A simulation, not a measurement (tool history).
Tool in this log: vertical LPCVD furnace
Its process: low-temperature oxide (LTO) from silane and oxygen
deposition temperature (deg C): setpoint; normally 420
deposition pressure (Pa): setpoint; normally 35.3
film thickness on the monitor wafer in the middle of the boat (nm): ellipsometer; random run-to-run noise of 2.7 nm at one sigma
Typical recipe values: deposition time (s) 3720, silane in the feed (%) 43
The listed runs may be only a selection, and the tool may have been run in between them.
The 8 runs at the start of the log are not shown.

run,hour,deposition temperature (deg C),deposition pressure (Pa),deposition time (s),silane in the feed (%),wafers since the last listed run,hours since the last temperature calibration,hours since the pressure gauge was zeroed,hours since the silane flow controller was replaced,hours since the gauge calibration,"read-back reference wafer on the same gauge, thickness",film thickness on the monitor wafer in the middle of the boat (nm)
9,706,420,35.3,3720,43,1029,3789.2,3843.7,5423.7,2524.5,755.89,972.1
10,907.9,420,35.3,3720,43,3678,3991.1,4045.6,5625.6,2726.4,755.77,970.47
# hour 946.8: silane flow controller replaced
11,949.3,420,35.3,3720,43,317,4032.5,4087,2.5,2767.8,755.91,978.23
# hour 1027.7: gauge calibrated
# hour 1041.9: pressure gauge zeroed
12,1042.4,420,35.3,3720,43,1259,4125.6,0.5,95.6,14.7,756.86,921.51
13,1123.7,420,35.3,3720,43,1481,4206.9,81.8,176.9,96,756.45,921.08
14,1170.8,420,35.3,3720,43,858,4254,128.9,224,143.1,755.32,918.7
15,1241.2,420,35.3,3720,43,1282,4324.4,199.3,294.4,213.5,755.91,920.23
16,1288.2,412,35.3,2850,43,856,4371.4,246.3,341.4,260.5,756.08,647.32
17,1363.2,420,38,4380,39,1366,4446.4,321.3,416.4,335.5,756.46,1050.03
# hour 1443.1: thermocouples replaced and temperature profile calibrated
18,1460.5,420,35.3,3720,43,1335,17.4,418.6,513.7,432.8,756.45,924
19,1534.9,415,38.7,5190,49,1355,91.8,493,588.1,507.2,755.86,1508.83
20,1609.3,420,35.3,3720,36,1355,166.2,567.4,662.5,581.6,756.17,751.28
21,1699,420,35.3,3720,36,1634,255.9,657.1,752.2,671.3,756.15,752.56
22,1781.6,420,35.3,3720,43,1505,338.5,739.7,834.8,753.9,755.6,920.61
23,1819.6,411,35.3,3720,50,692,376.5,777.7,872.8,791.9,755.92,968.66
24,1889.2,420,42.7,3720,46,1268,446.1,847.3,942.4,861.5,755.97,1190.43
25,1948,416,35.3,3720,38,1071,504.9,906.1,1001.2,920.3,756.28,772.5
26,1993.7,413,42,2280,36,832,550.6,951.8,1046.9,966,756.05,506.91
27,2063.6,420,40.7,3720,50,1273,620.5,1021.7,1116.8,1035.9,755.42,1215.06
28,2154.9,426,28.7,3720,43,1663,711.8,1113,1208.1,1127.2,755.4,796.05
29,2230.9,420,35.3,5100,50,1384,787.8,1189,1284.1,1203.2,755.6,1443.35
30,2338.2,420,35.3,3720,50,1955,895.1,1296.3,1391.4,1310.5,755.46,1062.11
31,2421.9,420,35.3,3720,43,1525,978.8,1380,1475.1,1394.2,755.21,926.56

Here are 4 independent what-if runs from the current tool condition. What would each one return?
A,2425.8,420,35.3,3720,43,71,982.7,1383.9,1479,1398.1,?,?
B,2425.8,409,35.3,3720,49,71,982.7,1383.9,1479,1398.1,?,?
C,2425.8,420,42.7,4890,43,71,982.7,1383.9,1479,1398.1,?,?
D,2425.8,420,32.7,3720,37,71,982.7,1383.9,1479,1398.1,?,?

run,"read-back reference wafer on the same gauge, thickness",film thickness on the monitor wafer in the middle of the boat (nm)
A,755.78,922.44
B,755.78,933.97
C,755.78,1463.59
D,755.78,720.35
Stripped of hidden state, with their random variation kept, the same runs would have yielded:
run,film thickness on the monitor wafer in the middle of the boat (nm)
A,920.11
B,931.61
C,1460.52
D,718.38
